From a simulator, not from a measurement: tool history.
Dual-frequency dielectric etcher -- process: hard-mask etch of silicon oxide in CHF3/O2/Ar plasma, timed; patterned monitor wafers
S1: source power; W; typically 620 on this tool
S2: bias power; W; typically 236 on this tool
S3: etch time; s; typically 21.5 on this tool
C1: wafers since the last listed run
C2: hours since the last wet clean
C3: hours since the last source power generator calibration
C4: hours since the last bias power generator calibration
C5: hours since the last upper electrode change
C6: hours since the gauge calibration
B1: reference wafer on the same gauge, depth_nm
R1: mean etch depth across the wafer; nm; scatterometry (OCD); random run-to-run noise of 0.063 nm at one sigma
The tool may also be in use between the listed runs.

run 1 day=0.000 | S1=620 S2=236 S3=21.5 | C1=0 C2=460.5 C3=5022.1 C4=4663.3 C5=4622.0 C6=184.0 | B1=45.58 | R1=42.67
run 2 day=0.458 | S1=620 S2=236 S3=21.5 | C1=133 C2=471.5 C3=5033.1 C4=4674.3 C5=4633.0 C6=195.0 | B1=45.60 | R1=42.57
run 3 day=0.971 | S1=620 S2=236 S3=21.5 | C1=149 C2=483.8 C3=5045.4 C4=4686.6 C5=4645.3 C6=207.3 | B1=45.58 | R1=42.73
run 4 day=1.683 | S1=620 S2=236 S3=21.5 | C1=207 C2=500.9 C3=5062.5 C4=4703.7 C5=4662.4 C6=224.4 | B1=45.58 | R1=42.70
run 5 day=2.158 | S1=620 S2=236 S3=21.5 | C1=138 C2=512.3 C3=5073.9 C4=4715.1 C5=4673.8 C6=235.8 | B1=45.64 | R1=42.68
run 6 day=2.792 | S1=620 S2=236 S3=18.0 | C1=184 C2=527.5 C3=5089.1 C4=4730.3 C5=4689.0 C6=251.0 | B1=45.58 | R1=35.84
run 7 day=3.438 | S1=620 S2=236 S3=18.0 | C1=187 C2=543.0 C3=5104.6 C4=4745.8 C5=4704.5 C6=266.5 | B1=45.60 | R1=35.81
run 8 day=4.129 | S1=620 S2=236 S3=19.5 | C1=201 C2=559.6 C3=5121.2 C4=4762.4 C5=4721.1 C6=283.1 | B1=45.61 | R1=38.81
-- day=5.412 wet clean of the chamber
-- day=6.308 upper electrode replaced
run 9 day=6.329 | S1=620 S2=236 S3=19.5 | C1=88 C2=22.0 C3=5174.0 C4=4815.2 C5=0.5 C6=335.9 | B1=45.60 | R1=38.22
run 10 day=6.342 | S1=620 S2=236 S3=21.5 | C1=3 C2=22.3 C3=5174.3 C4=4815.5 C5=0.8 C6=336.2 | B1=45.60 | R1=42.02
run 11 day=6.354 | S1=620 S2=236 S3=21.5 | C1=3 C2=22.6 C3=5174.6 C4=4815.8 C5=1.1 C6=336.5 | B1=45.63 | R1=42.09
run 12 day=6.467 | S1=620 S2=236 S3=21.5 | C1=32 C2=25.3 C3=5177.3 C4=4818.5 C5=3.8 C6=339.2 | B1=45.60 | R1=42.18
run 13 day=8.250 | S1=620 S2=236 S3=21.5 | C1=518 C2=68.1 C3=5220.1 C4=4861.3 C5=46.6 C6=382.0 | B1=45.60 | R1=42.18
run 14 day=8.929 | S1=620 S2=236 S3=17.0 | C1=197 C2=84.4 C3=5236.4 C4=4877.6 C5=62.9 C6=398.3 | B1=45.61 | R1=33.39
run 15 day=9.238 | S1=520 S2=195 S3=24.5 | C1=89 C2=91.8 C3=5243.8 C4=4885.0 C5=70.3 C6=405.7 | B1=45.62 | R1=42.09
run 16 day=9.750 | S1=680 S2=212 S3=23.5 | C1=149 C2=104.1 C3=5256.1 C4=4897.3 C5=82.6 C6=418.0 | B1=45.59 | R1=46.84
run 17 day=10.292 | S1=490 S2=190 S3=17.0 | C1=157 C2=117.1 C3=5269.1 C4=4910.3 C5=95.6 C6=431.0 | B1=45.60 | R1=28.29
run 18 day=10.917 | S1=620 S2=236 S3=21.5 | C1=181 C2=132.1 C3=5284.1 C4=4925.3 C5=110.6 C6=446.0 | B1=45.61 | R1=42.38
run 19 day=11.512 | S1=770 S2=196 S3=27.0 | C1=173 C2=146.4 C3=5298.4 C4=4939.6 C5=124.9 C6=460.3 | B1=45.58 | R1=55.69
-- day=11.858 gauge calibrated
run 20 day=11.979 | S1=500 S2=257 S3=18.0 | C1=135 C2=157.6 C3=5309.6 C4=4950.8 C5=136.1 C6=2.9 | B1=45.60 | R1=32.85
-- day=12.679 source power generator calibrated
run 21 day=12.696 | S1=620 S2=289 S3=21.5 | C1=159 C2=174.8 C3=0.4 C4=4968.0 C5=153.3 C6=20.1 | B1=45.61 | R1=44.97
run 22 day=13.292 | S1=780 S2=236 S3=19.5 | C1=173 C2=189.1 C3=14.7 C4=4982.3 C5=167.6 C6=34.4 | B1=45.63 | R1=42.61
-- day=14.529 bias power generator calibrated
run 23 day=15.325 | S1=540 S2=236 S3=24.0 | C1=542 C2=237.9 C3=63.5 C4=19.1 C5=216.4 C6=83.2 | B1=45.60 | R1=44.52
run 24 day=16.042 | S1=490 S2=236 S3=26.5 | C1=208 C2=255.1 C3=80.7 C4=36.3 C5=233.6 C6=100.4 | B1=45.63 | R1=46.96
run 25 day=16.454 | S1=620 S2=236 S3=16.5 | C1=119 C2=265.0 C3=90.6 C4=46.2 C5=243.5 C6=110.3 | B1=45.62 | R1=32.61
run 26 day=17.025 | S1=620 S2=236 S3=25.0 | C1=165 C2=278.7 C3=104.3 C4=59.9 C5=257.2 C6=124.0 | B1=45.60 | R1=49.58
run 27 day=17.629 | S1=620 S2=236 S3=21.5 | C1=175 C2=293.2 C3=118.8 C4=74.4 C5=271.7 C6=138.5 | B1=45.60 | R1=42.57
run 28 day=18.246 | S1=690 S2=256 S3=16.0 | C1=179 C2=308.0 C3=133.6 C4=89.2 C5=286.5 C6=153.3 | B1=45.61 | R1=33.93
run 29 day=18.946 | S1=620 S2=236 S3=21.5 | C1=203 C2=324.8 C3=150.4 C4=106.0 C5=303.3 C6=170.1 | B1=45.59 | R1=42.56

Branching from run 29: 5 alternative next runs. What would each branch give?
run A day=18.962 | S1=620 S2=236 S3=21.5 | C1=4 C2=325.2 C3=150.8 C4=106.4 C5=303.7 C6=170.5 | B1=? | R1=?
run B day=18.962 | S1=620 S2=236 S3=19.0 | C1=4 C2=325.2 C3=150.8 C4=106.4 C5=303.7 C6=170.5 | B1=? | R1=?
run C day=18.962 | S1=750 S2=236 S3=23.5 | C1=4 C2=325.2 C3=150.8 C4=106.4 C5=303.7 C6=170.5 | B1=? | R1=?
run D day=18.962 | S1=480 S2=236 S3=21.5 | C1=4 C2=325.2 C3=150.8 C4=106.4 C5=303.7 C6=170.5 | B1=? | R1=?
run E day=18.962 | S1=620 S2=272 S3=21.5 | C1=4 C2=325.2 C3=150.8 C4=106.4 C5=303.7 C6=170.5 | B1=? | R1=?

run=A B1=45.60 R1=42.62
run=B B1=45.60 R1=37.67
run=C B1=45.60 R1=50.67
run=D B1=45.60 R1=37.90
run=E B1=45.60 R1=44.41
Had the tool no hidden state, the same runs would have come out as:
run=A R1=42.11
run=B R1=37.21
run=C R1=50.06
run=D R1=37.44
run=E R1=43.88
